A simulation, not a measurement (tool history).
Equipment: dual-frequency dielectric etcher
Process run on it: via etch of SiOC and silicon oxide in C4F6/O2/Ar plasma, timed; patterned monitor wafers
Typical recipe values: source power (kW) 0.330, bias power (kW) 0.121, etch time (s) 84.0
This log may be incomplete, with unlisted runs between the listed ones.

run	day	source power (kW)	bias power (kW)	etch time (s)	wafers since the last listed run	hours since the last wet clean	hours since the last source power generator calibration	hours since the last bias power generator calibration	hours since the last upper electrode change	hours since the gauge calibration	read-back reference wafer on the same gauge, depth_nm	mean etch depth across the wafer (angstrom)
1	0.000	0.330	0.133	84.0	0	6.5	3527.7	4509.8	4611.5	212.8	85.7	795
2	1.483	0.330	0.121	84.0	403	42.1	3563.3	4545.4	4647.1	248.4	85.9	776
3	2.179	0.330	0.121	84.0	189	58.8	3580.0	4562.1	4663.8	265.1	85.8	765
4	3.017	0.330	0.121	84.0	227	78.9	3600.1	4582.2	4683.9	285.2	85.7	771
5	4.212	0.330	0.121	95.5	324	107.6	3628.8	4610.9	4712.6	313.9	85.9	871
6	5.100	0.330	0.121	95.5	241	128.9	3650.1	4632.2	4733.9	335.2	85.8	866
7	5.942	0.330	0.121	84.0	228	149.1	3670.3	4652.4	4754.1	355.4	85.7	765
# day 7.192: gauge calibrated
# day 10.054: source power generator calibrated
8	10.179	0.330	0.102	84.0	1106	250.8	3.0	4754.1	4855.8	71.7	85.8	713
9	11.396	0.330	0.102	84.0	330	280.0	32.2	4783.3	4885.0	100.9	85.6	714
# day 12.971: bias power generator calibrated
# day 13.608: wet clean of the chamber
10	14.388	0.330	0.121	84.0	594	18.7	104.0	34.0	4956.8	172.7	86.0	731
11	15.283	0.330	0.121	84.0	243	40.2	125.5	55.5	4978.3	194.2	85.8	730
12	16.225	0.330	0.121	84.0	255	62.8	148.1	78.1	5000.9	216.8	85.8	721
13	17.171	0.370	0.098	108.0	257	85.5	170.8	100.8	5023.6	239.5	85.8	940
14	17.942	0.290	0.121	84.0	209	104.0	189.3	119.3	5042.1	258.0	85.9	661
# day 19.196: wet clean of the chamber, repeated, since the last time left the tool worse
15	19.217	0.330	0.121	98.0	74	0.5	219.9	149.9	5072.7	288.6	85.8	899
16	20.242	0.330	0.121	84.0	278	25.1	244.5	174.5	5097.3	313.2	85.9	778
# day 20.829: gauge calibrated
# day 21.583: upper electrode replaced
17	21.604	0.380	0.107	84.0	98	57.8	277.2	207.2	0.5	18.6	85.8	812
18	22.383	0.330	0.121	84.0	211	76.5	295.9	225.9	19.2	37.3	85.7	769
19	23.117	0.270	0.144	71.0	199	94.1	313.5	243.5	36.8	54.9	85.9	596
20	24.317	0.330	0.103	75.0	326	122.9	342.3	272.3	65.6	83.7	85.7	655
21	25.104	0.330	0.121	95.5	214	141.8	361.2	291.2	84.5	102.6	85.7	873
22	26.212	0.260	0.121	84.0	301	168.4	387.8	317.8	111.1	129.2	85.8	650
23	27.388	0.330	0.112	91.0	319	196.6	416.0	346.0	139.3	157.4	85.9	803
24	28.062	0.330	0.121	84.0	183	212.8	432.2	362.2	155.5	173.6	85.9	757

3 options for the next run, each taken on its own from the tool as it stands now. Forecast them:
A	28.079	0.330	0.121	63.5	4	213.2	432.6	362.6	155.9	174.0	?	?
B	28.079	0.260	0.092	70.5	4	213.2	432.6	362.6	155.9	174.0	?	?
C	28.079	0.330	0.133	108.0	4	213.2	432.6	362.6	155.9	174.0	?	?

run	read-back reference wafer on the same gauge, depth_nm	mean etch depth across the wafer (angstrom)
A	85.8	573
B	85.8	499
C	85.8	1002
With the hidden condition removed and each run's random variation left untouched, the same runs would have given:
run	mean etch depth across the wafer (angstrom)
A	585
B	509
C	1023
